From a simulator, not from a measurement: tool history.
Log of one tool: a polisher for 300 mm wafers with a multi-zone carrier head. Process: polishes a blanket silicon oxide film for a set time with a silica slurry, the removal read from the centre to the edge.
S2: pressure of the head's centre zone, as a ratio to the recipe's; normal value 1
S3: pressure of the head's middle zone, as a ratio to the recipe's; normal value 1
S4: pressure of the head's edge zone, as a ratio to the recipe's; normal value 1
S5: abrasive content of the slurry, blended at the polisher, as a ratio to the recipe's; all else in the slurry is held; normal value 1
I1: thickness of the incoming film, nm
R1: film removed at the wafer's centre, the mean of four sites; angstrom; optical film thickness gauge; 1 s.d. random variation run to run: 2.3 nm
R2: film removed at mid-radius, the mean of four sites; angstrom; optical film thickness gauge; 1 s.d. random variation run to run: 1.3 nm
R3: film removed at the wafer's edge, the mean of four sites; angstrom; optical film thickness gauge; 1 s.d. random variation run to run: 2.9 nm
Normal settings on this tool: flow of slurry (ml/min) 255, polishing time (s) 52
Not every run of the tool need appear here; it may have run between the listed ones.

Run 1, hour 0: usual settings but S5 1.1; I1 1633. Result: R1 1951 angstrom, R2 2007 angstrom, R3 2054 angstrom.
At hour 91: worn pad replaced by a new one.
Run 2, hour 91.9: usual settings but S5 1.1; I1 1616.3. Result: R1 1903 angstrom, R2 1947 angstrom, R3 2011 angstrom.
At hour 142.6: edge zone pressure recalibrated.
Run 3, hour 195.9: usual settings but S5 1.1; I1 1588.2. Result: R1 1813 angstrom, R2 1927 angstrom, R3 2010 angstrom.
At hour 325: worn pad replaced by a new one.
Run 4, hour 345.5: usual settings but S2 1.09, S3 1.03; I1 1607.3. Result: R1 1924 angstrom, R2 1900 angstrom, R3 1907 angstrom.
At hour 380.3: slurry nozzle cleaned.
Run 5, hour 400.1: usual settings but S2 0.93; I1 1624.8. Result: R1 1724 angstrom, R2 1967 angstrom, R3 2024 angstrom.
Run 6, hour 452.4: usual settings but S2 0.93; I1 1616.9. Result: R1 1655 angstrom, R2 1938 angstrom, R3 1992 angstrom.
At hour 482.9: edge zone pressure recalibrated.
Run 7, hour 505.5: usual settings but S2 0.93; I1 1625.7. Result: R1 1635 angstrom, R2 1877 angstrom, R3 1942 angstrom.
Run 8, hour 547.3: usual settings but flow of slurry (ml/min) 285, polishing time (s) 46; I1 1597.8. Result: R1 1543 angstrom, R2 1683 angstrom, R3 1725 angstrom.
At hour 567.1: worn pad replaced by a new one.
Run 9, hour 591: usual settings but S2 1.04, S5 1.25; I1 1624.2. Result: R1 1920 angstrom, R2 2013 angstrom, R3 2091 angstrom.
Run 10, hour 651.9: usual settings but flow of slurry (ml/min) 215, S4 1.07; I1 1634.6. Result: R1 1653 angstrom, R2 1801 angstrom, R3 1961 angstrom.
At hour 728.6: centre zone pressure recalibrated.
At hour 734.1: carrier head's membrane replaced by a new one.
At hour 735.1: slurry nozzle cleaned.
Run 11, hour 801.1: usual settings but S2 0.93, S4 1.05, S5 0.9, polishing time (s) 43; I1 1588.4. Result: R1 1431 angstrom, R2 1562 angstrom, R3 1614 angstrom.
At hour 813.4: worn pad replaced by a new one.
At hour 907.4: edge zone pressure recalibrated.
At hour 1093.1: worn pad replaced by a new one.
Run 12, hour 1093.6: usual settings but flow of slurry (ml/min) 175, S4 1.08; I1 1621.7. Result: R1 1629 angstrom, R2 1756 angstrom, R3 1923 angstrom.
At hour 1110.3: slurry nozzle cleaned.
Run 13, hour 1131.8: usual settings but S3 0.91, S4 0.9, S5 1.15; I1 1626.1. Result: R1 1918 angstrom, R2 1907 angstrom, R3 1988 angstrom.
Run 14, hour 1216.3: usual settings; I1 1623.5. Result: R1 1809 angstrom, R2 1910 angstrom, R3 1917 angstrom.

Each run again, without the hidden state but with its own random variation kept:
Unlogged tool condition in this case: removal rate lost through wear of the pad, %; slurry flow missing at the pad, %; deviation of the centre zone's pressure from its setpoint, %; deviation of the edge zone's pressure from its setpoint, %.
run    R1    R2    R3
  1  2001  2014  2060
  2  2028  2009  2059
  3  1992  2029  2090
  4  2168  2027  2002
  5  1837  1988  2040
  6  1804  1992  2034
  7  1819  1957  2004
  8  1728  1762  1786
  9  2187  2132  2183
 10  1929  1940  2071
 11  1483  1595  1640
 12  1854  1911  2043
 13  2017  1930  2006
 14  1971  1984  1973
